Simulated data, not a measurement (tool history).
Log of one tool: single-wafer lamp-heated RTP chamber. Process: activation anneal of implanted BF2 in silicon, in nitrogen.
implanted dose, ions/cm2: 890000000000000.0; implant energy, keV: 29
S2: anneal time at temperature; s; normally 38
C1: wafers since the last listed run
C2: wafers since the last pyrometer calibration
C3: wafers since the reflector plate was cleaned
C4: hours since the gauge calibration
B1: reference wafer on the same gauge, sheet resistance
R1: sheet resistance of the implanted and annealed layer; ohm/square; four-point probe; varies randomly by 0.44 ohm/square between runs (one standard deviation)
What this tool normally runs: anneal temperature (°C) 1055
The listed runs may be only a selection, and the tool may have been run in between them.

run 1 hour=0.0 | anneal_temperature_(°C)=1055 S2=38 | C1=0 C2=3366 C3=4168 C4=881.1 | B1=126.91 | R1=131.59
run 2 hour=28.4 | anneal_temperature_(°C)=1055 S2=38 | C1=403 C2=3769 C3=4572 C4=909.5 | B1=127.01 | R1=130.66
-- hour=34.1 gauge calibrated
run 3 hour=61.8 | anneal_temperature_(°C)=1055 S2=38 | C1=474 C2=4244 C3=5047 C4=27.7 | B1=126.95 | R1=131.43
run 4 hour=123.2 | anneal_temperature_(°C)=1055 S2=38 | C1=873 C2=5117 C3=5920 C4=89.1 | B1=126.92 | R1=130.93
run 5 hour=163.9 | anneal_temperature_(°C)=1055 S2=38 | C1=578 C2=5696 C3=6498 C4=129.8 | B1=126.97 | R1=130.41
run 6 hour=232.9 | anneal_temperature_(°C)=1055 S2=38 | C1=981 C2=6677 C3=7479 C4=198.8 | B1=126.98 | R1=132.10
run 7 hour=257.1 | anneal_temperature_(°C)=1055 S2=38 | C1=344 C2=7021 C3=7823 C4=223.0 | B1=126.97 | R1=130.75
-- hour=288.2 pyrometer window cleaned and pyrometer calibrated
run 8 hour=299.1 | anneal_temperature_(°C)=1043 S2=38 | C1=483 C2=155 C3=8307 C4=265.0 | B1=126.98 | R1=133.56
run 9 hour=341.7 | anneal_temperature_(°C)=1043 S2=38 | C1=605 C2=761 C3=8913 C4=307.6 | B1=126.88 | R1=133.79
run 10 hour=368.4 | anneal_temperature_(°C)=1043 S2=38 | C1=379 C2=1140 C3=9292 C4=334.3 | B1=127.01 | R1=133.64
run 11 hour=440.0 | anneal_temperature_(°C)=1055 S2=38 | C1=1018 C2=2158 C3=10310 C4=405.9 | B1=127.05 | R1=130.58
-- hour=547.0 reflector plate cleaned
run 12 hour=608.6 | anneal_temperature_(°C)=1036 S2=61 | C1=2283 C2=4442 C3=875 C4=574.5 | B1=127.01 | R1=132.81
run 13 hour=661.2 | anneal_temperature_(°C)=1075 S2=44 | C1=747 C2=5190 C3=1623 C4=627.1 | B1=126.97 | R1=127.04
run 14 hour=692.3 | anneal_temperature_(°C)=1055 S2=38 | C1=442 C2=5632 C3=2065 C4=658.2 | B1=127.08 | R1=131.94
run 15 hour=721.2 | anneal_temperature_(°C)=1055 S2=38 | C1=410 C2=6043 C3=2476 C4=687.1 | B1=126.96 | R1=131.88
run 16 hour=775.9 | anneal_temperature_(°C)=1055 S2=49 | C1=777 C2=6821 C3=3253 C4=741.8 | B1=126.92 | R1=128.61
-- hour=837.4 gauge calibrated
-- hour=845.6 pyrometer window cleaned and pyrometer calibrated
run 17 hour=846.1 | anneal_temperature_(°C)=1072 S2=28 | C1=884 C2=6 C3=4138 C4=8.7 | B1=126.96 | R1=130.22
run 18 hour=903.8 | anneal_temperature_(°C)=1084 S2=57 | C1=820 C2=826 C3=4958 C4=66.4 | B1=127.04 | R1=126.00

Estimate the outcome of run 19 from the log above:
run 19 hour=1112.0 | anneal_temperature_(°C)=1047 S2=38 | C1=2960 C2=3787 C3=7919 C4=274.6 | B1=? | R1=?

{"run 19": {"B1": 127.02, "R1": 132.93}}
Were there no unlogged condition in the tool, this run, its random variation unchanged, would have produced R1 133.86 ohm/square.

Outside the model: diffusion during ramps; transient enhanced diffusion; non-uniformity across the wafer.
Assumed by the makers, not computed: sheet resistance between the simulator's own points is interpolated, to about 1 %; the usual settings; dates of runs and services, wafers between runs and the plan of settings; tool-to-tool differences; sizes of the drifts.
